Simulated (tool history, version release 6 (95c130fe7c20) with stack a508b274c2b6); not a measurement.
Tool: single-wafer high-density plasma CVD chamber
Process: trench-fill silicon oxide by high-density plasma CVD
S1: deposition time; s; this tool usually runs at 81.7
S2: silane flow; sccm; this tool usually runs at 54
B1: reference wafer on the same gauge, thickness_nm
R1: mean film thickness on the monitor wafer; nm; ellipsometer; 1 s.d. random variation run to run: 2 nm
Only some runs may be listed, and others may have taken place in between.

{"run": 1, "day": 0.0, "S1": 81.7, "S2": 54, "B1": 454.622, "R1": 439.088}
{"run": 2, "day": 1.696, "S1": 81.7, "S2": 54, "B1": 454.816, "R1": 437.08}
{"run": 3, "day": 3.238, "S1": 81.7, "S2": 54, "B1": 454.41, "R1": 438.987}
{"run": 4, "day": 4.283, "S1": 73.6, "S2": 54, "B1": 454.881, "R1": 394.611}
{"run": 5, "day": 7.85, "S1": 73.6, "S2": 54, "B1": 454.962, "R1": 392.466}
{"run": 6, "day": 9.842, "S1": 73.6, "S2": 54, "B1": 454.954, "R1": 393.987}
{"run": 7, "day": 11.338, "S1": 86.9, "S2": 57, "B1": 454.487, "R1": 490.979}
{"run": 8, "day": 13.092, "S1": 86.9, "S2": 57, "B1": 454.669, "R1": 491.975}
{"run": 9, "day": 14.862, "S1": 81.7, "S2": 54, "B1": 454.846, "R1": 433.977}
{"run": 10, "day": 16.071, "S1": 81.7, "S2": 54, "B1": 454.769, "R1": 436.074}
{"run": 11, "day": 18.246, "S1": 81.7, "S2": 54, "B1": 455.094, "R1": 437.308}
{"run": 12, "day": 20.421, "S1": 81.7, "S2": 54, "B1": 454.506, "R1": 431.774}
{"run": 13, "day": 22.833, "S1": 81.7, "S2": 54, "B1": 454.945, "R1": 434.132}
{"run": 14, "day": 30.05, "S1": 81.7, "S2": 54, "B1": 455.504, "R1": 431.782}
{"run": 15, "day": 32.954, "S1": 81.7, "S2": 54, "B1": 454.924, "R1": 428.245}
{"run": 16, "day": 34.462, "S1": 81.7, "S2": 54, "B1": 455.0, "R1": 427.231}
{"run": 17, "day": 36.812, "S1": 81.7, "S2": 54, "B1": 455.008, "R1": 428.854}
{"run": 18, "day": 39.171, "S1": 81.7, "S2": 54, "B1": 455.14, "R1": 427.861}
{"run": 19, "day": 41.875, "S1": 76.0, "S2": 54, "B1": 455.045, "R1": 398.77}
{"run": 20, "day": 44.508, "S1": 81.7, "S2": 54, "B1": 455.244, "R1": 425.883}
{"run": 21, "day": 46.933, "S1": 81.7, "S2": 54, "B1": 455.101, "R1": 422.856}
{"run": 22, "day": 49.85, "S1": 81.7, "S2": 54, "B1": 455.404, "R1": 423.301}
{"run": 23, "day": 51.35, "S1": 81.7, "S2": 50, "B1": 455.056, "R1": 390.676}
{"day": 53.804, "done": "gauge calibrated"}
{"run": 24, "day": 54.258, "S1": 92.3, "S2": 48, "B1": 455.484, "R1": 419.15}
{"run": 25, "day": 56.942, "S1": 81.7, "S2": 54, "B1": 455.103, "R1": 422.084}
{"run": 26, "day": 58.65, "S1": 70.4, "S2": 64, "B1": 454.879, "R1": 425.815}
{"run": 27, "day": 60.492, "S1": 66.1, "S2": 50, "B1": 455.315, "R1": 314.102}
{"run": 28, "day": 62.05, "S1": 81.7, "S2": 47, "B1": 454.929, "R1": 365.794}
{"day": 63.225, "done": "silane flow controller replaced"}
{"run": 29, "day": 63.788, "S1": 85.8, "S2": 50, "B1": 454.787, "R1": 436.711}
{"run": 30, "day": 65.612, "S1": 93.3, "S2": 54, "B1": 454.735, "R1": 510.067}
{"run": 31, "day": 67.571, "S1": 96.9, "S2": 47, "B1": 455.283, "R1": 461.76}
{"run": 32, "day": 70.35, "S1": 85.8, "S2": 50, "B1": 455.482, "R1": 431.29}
{"run": 33, "day": 72.712, "S1": 96.0, "S2": 58, "B1": 454.933, "R1": 561.519}
{"run": 34, "day": 73.988, "S1": 71.3, "S2": 61, "B1": 455.125, "R1": 438.201}
{"run": 35, "day": 75.588, "S1": 66.1, "S2": 50, "B1": 454.554, "R1": 332.913}
{"run": 36, "day": 77.029, "S1": 95.8, "S2": 57, "B1": 455.118, "R1": 551.962}
{"run": 37, "day": 78.146, "S1": 91.8, "S2": 48, "B1": 454.841, "R1": 443.903}
{"run": 38, "day": 79.483, "S1": 81.7, "S2": 54, "B1": 454.604, "R1": 442.724}
{"run": 39, "day": 82.329, "S1": 94.1, "S2": 54, "B1": 454.403, "R1": 510.244}

Selected run-to-run steps in R1, each split into two signed amounts: the part the tool would show with no hidden state at all (from settings, incoming material and random variation), and the remainder, which goes to the hidden state together with any gauge scatter not common to the measured and the hidden-state-free results:
Hidden state at play: delivered silane flow above the setpoint (%); gauge reads high (%).
Run 26 -> 27: S1 70.4 -> 66.1, S2 64 -> 50. R1 -111.713 nm: hidden state +5.891, all else -117.604.
Run 27 -> 28: S1 66.1 -> 81.7, S2 50 -> 47. R1 +51.692 nm: hidden state -3.577, all else +55.269.
Run 28 -> 29: S1 81.7 -> 85.8, S2 47 -> 50, silane flow controller replaced. R1 +70.917 nm: hidden state +27.907, all else +43.010.
Run 32 -> 33: S1 85.8 -> 96.0, S2 50 -> 58. R1 +130.229 nm: hidden state -0.026, all else +130.255.
Run 33 -> 34: S1 96.0 -> 71.3, S2 58 -> 61. R1 -123.318 nm: hidden state -1.198, all else -122.120.
Run 35 -> 36: S1 66.1 -> 95.8, S2 50 -> 57. R1 +219.049 nm: hidden state +0.181, all else +218.868.

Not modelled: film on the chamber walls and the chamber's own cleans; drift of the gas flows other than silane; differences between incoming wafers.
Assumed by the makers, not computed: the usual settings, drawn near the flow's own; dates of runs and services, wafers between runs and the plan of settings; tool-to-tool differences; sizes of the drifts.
